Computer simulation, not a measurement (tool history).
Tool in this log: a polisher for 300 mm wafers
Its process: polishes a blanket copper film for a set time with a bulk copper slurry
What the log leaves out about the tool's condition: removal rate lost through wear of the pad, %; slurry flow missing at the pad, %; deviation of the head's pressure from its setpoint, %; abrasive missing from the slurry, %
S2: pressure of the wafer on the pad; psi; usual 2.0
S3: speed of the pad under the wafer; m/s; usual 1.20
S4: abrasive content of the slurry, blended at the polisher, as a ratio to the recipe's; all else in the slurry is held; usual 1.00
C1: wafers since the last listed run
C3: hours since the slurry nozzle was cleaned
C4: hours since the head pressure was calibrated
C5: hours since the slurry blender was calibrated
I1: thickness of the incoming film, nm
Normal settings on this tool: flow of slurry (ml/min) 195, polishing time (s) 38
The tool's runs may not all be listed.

Run 1, day 0.000: usual settings; C1 0; wafers polished on this pad 3081; C3 473.6; C4 452.7; C5 437.5; I1 4731.4. Result: film removed (Å) 3104.
Run 2, day 3.079: usual settings; C1 778; wafers polished on this pad 3860; C3 547.5; C4 526.6; C5 511.4; I1 4757.8. Result: film removed (Å) 3092.
Run 3, day 6.108: usual settings; C1 766; wafers polished on this pad 4626; C3 620.2; C4 599.3; C5 584.1; I1 4753.5. Result: film removed (Å) 3108.
At day 9.412: slurry blender recalibrated.
Run 4, day 9.850: usual settings; C1 925; wafers polished on this pad 5552; C3 710.0; C4 689.1; C5 10.5; I1 4767.4. Result: film removed (Å) 3094.
At day 10.733: slurry nozzle cleaned.
Run 5, day 11.708: usual settings; C1 459; wafers polished on this pad 6011; C3 23.4; C4 733.7; C5 55.1; I1 4774.3. Result: film removed (Å) 3119.
At day 12.125: worn pad replaced by a new one.
Run 6, day 13.421: usual settings; C1 391; wafers polished on this pad 327; C3 64.5; C4 774.8; C5 96.2; I1 4829.6. Result: film removed (Å) 3107.
Run 7, day 17.567: usual settings; C1 1048; wafers polished on this pad 1376; C3 164.0; C4 874.3; C5 195.7; I1 4792.0. Result: film removed (Å) 3116.
Run 8, day 21.450: usual settings but S3 1.40 m/s, S4 1.15; C1 982; wafers polished on this pad 2358; C3 257.2; C4 967.5; C5 288.9; I1 4667.8. Result: film removed (Å) 3717.
Run 9, day 23.800: usual settings; C1 594; wafers polished on this pad 2953; C3 313.6; C4 1023.9; C5 345.3; I1 4687.1. Result: film removed (Å) 3111.
Run 10, day 27.300: usual settings but flow of slurry (ml/min) 135, S4 1.10, polishing time (s) 30; C1 885; wafers polished on this pad 3838; C3 397.6; C4 1107.9; C5 429.3; I1 4723.7. Result: film removed (Å) 2418.
Run 11, day 30.312: usual settings; C1 762; wafers polished on this pad 4600; C3 469.9; C4 1180.2; C5 501.6; I1 4697.9. Result: film removed (Å) 3107.
At day 32.833: head pressure recalibrated.
Run 12, day 32.954: usual settings but flow of slurry (ml/min) 250, S2 2.4 psi, S3 0.84 m/s; C1 647; wafers polished on this pad 5247; C3 533.3; C4 2.9; C5 565.0; I1 4722.4. Result: film removed (Å) 2543.
At day 36.450: slurry blender recalibrated.
At day 36.892: worn pad replaced by a new one.
Run 13, day 36.912: usual settings but flow of slurry (ml/min) 260, S2 2.2 psi, S3 1.06 m/s, polishing time (s) 47; C1 938; wafers polished on this pad 5; C3 628.3; C4 97.9; C5 11.1; I1 4632.5. Result: film removed (Å) 3661.
Run 14, day 38.858: usual settings but flow of slurry (ml/min) 240, S2 2.3 psi; C1 492; wafers polished on this pad 497; C3 675.0; C4 144.6; C5 57.8; I1 4724.3. Result: film removed (Å) 3487.
At day 41.525: slurry nozzle cleaned.
Run 15, day 41.558: usual settings; C1 672; wafers polished on this pad 1169; C3 0.8; C4 209.4; C5 122.6; I1 4737.7. Result: film removed (Å) 3097.
Run 16, day 44.804: usual settings but flow of slurry (ml/min) 165; C1 821; wafers polished on this pad 1991; C3 78.7; C4 287.3; C5 200.5; I1 4768.1. Result: film removed (Å) 3040.
Run 17, day 48.950: usual settings but flow of slurry (ml/min) 160, S4 0.75; C1 1048; wafers polished on this pad 3039; C3 178.2; C4 386.8; C5 300.0; I1 4744.6. Result: film removed (Å) 2878.
Run 18, day 52.554: usual settings but flow of slurry (ml/min) 260, polishing time (s) 42; C1 911; wafers polished on this pad 3951; C3 264.7; C4 473.3; C5 386.5; I1 4737.1. Result: film removed (Å) 3517.
Run 19, day 54.992: usual settings; C1 616; wafers polished on this pad 4568; C3 323.2; C4 531.8; C5 445.0; I1 4745.8. Result: film removed (Å) 3140.
Run 20, day 57.012: usual settings but flow of slurry (ml/min) 155, S2 1.5 psi, S3 1.44 m/s, S4 1.30; C1 511; wafers polished on this pad 5079; C3 371.7; C4 580.3; C5 493.5; I1 4751.3. Result: film removed (Å) 3274.
At day 59.621: slurry blender recalibrated.
Run 21, day 59.983: usual settings but S2 1.7 psi, S3 0.82 m/s, S4 1.15, polishing time (s) 49; C1 730; wafers polished on this pad 5809; C3 443.0; C4 651.6; C5 8.7; I1 4796.7. Result: film removed (Å) 2575.
At day 61.767: worn pad replaced by a new one.
Run 22, day 63.546: usual settings but flow of slurry (ml/min) 135, S2 1.4 psi; C1 859; wafers polished on this pad 450; C3 528.5; C4 737.1; C5 94.2; I1 4697.6. Result: film removed (Å) 2438.
At day 65.012: slurry nozzle cleaned.
Run 23, day 68.046: usual settings but flow of slurry (ml/min) 260, S2 2.2 psi, S3 1.06 m/s, polishing time (s) 47; C1 1127; wafers polished on this pad 1577; C3 72.8; C4 845.1; C5 202.2; I1 4772.4. Result: film removed (Å) 3690.
Run 24, day 70.829: usual settings but S4 0.80, polishing time (s) 48; C1 704; wafers polished on this pad 2281; C3 139.6; C4 911.9; C5 269.0; I1 4710.8. Result: film removed (Å) 3767.
Run 25, day 74.762: usual settings; C1 994; wafers polished on this pad 3276; C3 234.0; C4 1006.3; C5 363.4; I1 4724.1. Result: film removed (Å) 3101.
Run 26, day 78.150: usual settings; C1 856; wafers polished on this pad 4133; C3 315.3; C4 1087.6; C5 444.7; I1 4750.9. Result: film removed (Å) 3144.
Run 27, day 82.417: usual settings; C1 1079; wafers polished on this pad 5213; C3 417.7; C4 1190.0; C5 547.1; I1 4771.6. Result: film removed (Å) 3098.
Run 28, day 83.938: usual settings but S3 1.54 m/s; C1 384; wafers polished on this pad 5597; C3 454.2; C4 1226.5; C5 583.6; I1 4776.2. Result: film removed (Å) 3944.
At day 86.192: slurry blender recalibrated.
At day 89.146: head pressure recalibrated.
At day 89.771: slurry nozzle cleaned.
At day 92.017: worn pad replaced by a new one.
Run 29, day 94.312: usual settings; C1 2529; wafers polished on this pad 580; C3 109.0; C4 124.0; C5 194.9; I1 4752.2. Result: film removed (Å) 3096.
Run 30, day 97.596: usual settings but flow of slurry (ml/min) 135, S4 1.15, polishing time (s) 29; C1 830; wafers polished on this pad 1411; C3 187.8; C4 202.8; C5 273.7; I1 4796.0. Result: film removed (Å) 2370.
Run 31, day 99.183: usual settings but polishing time (s) 31; C1 401; wafers polished on this pad 1812; C3 225.9; C4 240.9; C5 311.8; I1 4691.0. Result: film removed (Å) 2547.

For each run, what was the tool's unlogged condition?
removal rate lost through wear of the pad, %: 0 on each run
slurry flow missing at the pad, %: 0 on each run
deviation of the head's pressure from its setpoint, %: 0 on each run
abrasive missing from the slurry, %: 0 on each run
